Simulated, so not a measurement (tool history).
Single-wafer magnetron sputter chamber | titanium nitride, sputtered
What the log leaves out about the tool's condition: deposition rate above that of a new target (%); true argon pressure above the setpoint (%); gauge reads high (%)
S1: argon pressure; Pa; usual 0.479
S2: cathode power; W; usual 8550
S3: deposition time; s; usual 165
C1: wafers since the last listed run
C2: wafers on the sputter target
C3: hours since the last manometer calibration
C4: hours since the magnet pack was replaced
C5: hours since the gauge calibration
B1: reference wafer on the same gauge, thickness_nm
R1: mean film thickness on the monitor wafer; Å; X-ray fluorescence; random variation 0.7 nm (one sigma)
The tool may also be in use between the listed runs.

| run | hour | S1 | S2 | S3 | C1 | C2 | C3 | C4 | C5 | B1 | R1 |
|---|---|---|---|---|---|---|---|---|---|---|---|
| 1 | 0.0 | 0.479 | 7750 | 165 | 0 | 5301 | 1780.2 | 6729.3 | 3023.6 | 263.953 | 2407.06 |
|  | 69.9 | gauge calibrated |
| 2 | 89.8 | 0.479 | 7750 | 165 | 905 | 6207 | 1870.0 | 6819.1 | 19.9 | 263.921 | 2405.40 |
| 3 | 173.2 | 0.479 | 8550 | 165 | 841 | 7048 | 1953.4 | 6902.5 | 103.3 | 263.978 | 2649.95 |
|  | 242.0 | sputter target and shields replaced |
| 4 | 267.1 | 0.479 | 8550 | 165 | 866 | 253 | 2047.3 | 6996.4 | 197.2 | 263.971 | 2625.53 |
| 5 | 312.0 | 0.479 | 8550 | 165 | 452 | 706 | 2092.2 | 7041.3 | 242.1 | 264.124 | 2634.10 |
| 6 | 395.1 | 0.479 | 8550 | 165 | 837 | 1544 | 2175.3 | 7124.4 | 325.2 | 263.928 | 2645.58 |
| 7 | 431.7 | 0.479 | 8550 | 165 | 369 | 1913 | 2211.9 | 7161.0 | 361.8 | 263.924 | 2631.47 |
| 8 | 516.3 | 0.479 | 8550 | 165 | 853 | 2766 | 2296.5 | 7245.6 | 446.4 | 264.286 | 2643.70 |
| 9 | 597.4 | 0.479 | 8550 | 165 | 817 | 3584 | 2377.6 | 7326.7 | 527.5 | 264.129 | 2653.14 |
| 10 | 703.5 | 0.479 | 8550 | 165 | 1069 | 4654 | 2483.7 | 7432.8 | 633.6 | 264.228 | 2641.17 |
| 11 | 776.3 | 0.479 | 8550 | 141 | 734 | 5388 | 2556.5 | 7505.6 | 706.4 | 264.121 | 2242.05 |
|  | 784.7 | capacitance manometer re-zeroed and calibrated |
| 12 | 869.2 | 0.479 | 8550 | 165 | 856 | 6244 | 84.5 | 7598.5 | 799.3 | 264.117 | 2674.42 |
| 13 | 912.5 | 0.479 | 9550 | 165 | 436 | 6680 | 127.8 | 7641.8 | 842.6 | 264.088 | 2986.89 |
|  | 959.0 | sputter target and shields replaced |
| 14 | 965.8 | 0.479 | 8550 | 187 | 456 | 68 | 181.1 | 7695.1 | 895.9 | 264.032 | 3048.91 |
| 15 | 1020.9 | 0.479 | 10200 | 165 | 555 | 624 | 236.2 | 7750.2 | 951.0 | 264.210 | 3187.43 |
| 16 | 1121.5 | 0.343 | 8550 | 139 | 1014 | 1639 | 336.8 | 7850.8 | 1051.6 | 263.956 | 2348.74 |
| 17 | 1229.4 | 0.407 | 7950 | 165 | 1088 | 2727 | 444.7 | 7958.7 | 1159.5 | 263.950 | 2540.43 |
| 18 | 1301.4 | 0.313 | 6500 | 198 | 726 | 3453 | 516.7 | 8030.7 | 1231.5 | 263.974 | 2562.12 |
|  | 1342.7 | magnet pack replaced, of another model than before |
| 19 | 1407.9 | 0.479 | 8550 | 165 | 993 | 4446 | 623.2 | 65.2 | 1338.0 | 264.211 | 2680.29 |
| 20 | 1445.0 | 0.479 | 8550 | 165 | 374 | 4820 | 660.3 | 102.3 | 1375.1 | 263.963 | 2668.81 |
| 21 | 1512.3 | 0.479 | 8550 | 165 | 678 | 5499 | 727.6 | 169.6 | 1442.4 | 263.873 | 2681.22 |
| 22 | 1579.1 | 0.479 | 9100 | 144 | 673 | 6172 | 794.4 | 236.4 | 1509.2 | 263.981 | 2481.25 |
| 23 | 1620.6 | 0.479 | 8550 | 188 | 418 | 6591 | 835.9 | 277.9 | 1550.7 | 264.142 | 3047.80 |
| 24 | 1692.0 | 0.405 | 9800 | 183 | 719 | 7311 | 907.3 | 349.3 | 1622.1 | 263.893 | 3451.70 |
| 25 | 1764.2 | 0.479 | 8550 | 165 | 728 | 8039 | 979.5 | 421.5 | 1694.3 | 264.054 | 2678.39 |
|  | 1823.2 | sputter target and shields replaced |
| 26 | 1839.7 | 0.411 | 8550 | 165 | 680 | 166 | 1055.0 | 497.0 | 1769.8 | 263.973 | 2697.91 |
| 27 | 1935.6 | 0.594 | 8550 | 156 | 967 | 1133 | 1150.9 | 592.9 | 1865.7 | 264.363 | 2472.77 |
| 28 | 1993.3 | 0.479 | 8550 | 165 | 581 | 1715 | 1208.6 | 650.6 | 1923.4 | 263.978 | 2661.97 |
| 29 | 2044.2 | 0.581 | 8550 | 181 | 513 | 2228 | 1259.5 | 701.5 | 1974.3 | 264.138 | 2884.76 |
| 30 | 2122.4 | 0.479 | 8550 | 165 | 788 | 3017 | 1337.7 | 779.7 | 2052.5 | 263.924 | 2670.81 |
| 31 | 2177.3 | 0.479 | 8550 | 165 | 553 | 3571 | 1392.6 | 834.6 | 2107.4 | 264.141 | 2666.79 |
| 32 | 2255.2 | 0.479 | 7750 | 165 | 785 | 4356 | 1470.5 | 912.5 | 2185.3 | 264.091 | 2412.32 |
| 33 | 2359.2 | 0.479 | 9200 | 151 | 1048 | 5405 | 1574.5 | 1016.5 | 2289.3 | 263.894 | 2630.65 |
| 34 | 2396.4 | 0.310 | 8550 | 195 | 375 | 5780 | 1611.7 | 1053.7 | 2326.5 | 264.281 | 3249.44 |

4 ways to go on from here, each from the tool as it stands after run 34. What would each give?
| A | 2396.8 | 0.479 | 10550 | 165 | 4 | 5784 | 1612.1 | 1054.1 | 2326.9 | ? | ? |
| B | 2396.8 | 0.479 | 10350 | 134 | 4 | 5784 | 1612.1 | 1054.1 | 2326.9 | ? | ? |
| C | 2396.8 | 0.333 | 7950 | 148 | 4 | 5784 | 1612.1 | 1054.1 | 2326.9 | ? | ? |
| D | 2396.8 | 0.405 | 6850 | 165 | 4 | 5784 | 1612.1 | 1054.1 | 2326.9 | ? | ? |

| run | B1 | R1 |
|---|---|---|
| A | 263.743 | 3283.65 |
| B | 263.743 | 2616.68 |
| C | 263.743 | 2283.33 |
| D | 263.743 | 2170.93 |
The same runs, with their run-to-run variation unchanged, on a tool lacking any hidden condition would have given:
| run | R1 |
|---|---|
| A | 3311.28 |
| B | 2638.69 |
| C | 2300.06 |
| D | 2188.00 |

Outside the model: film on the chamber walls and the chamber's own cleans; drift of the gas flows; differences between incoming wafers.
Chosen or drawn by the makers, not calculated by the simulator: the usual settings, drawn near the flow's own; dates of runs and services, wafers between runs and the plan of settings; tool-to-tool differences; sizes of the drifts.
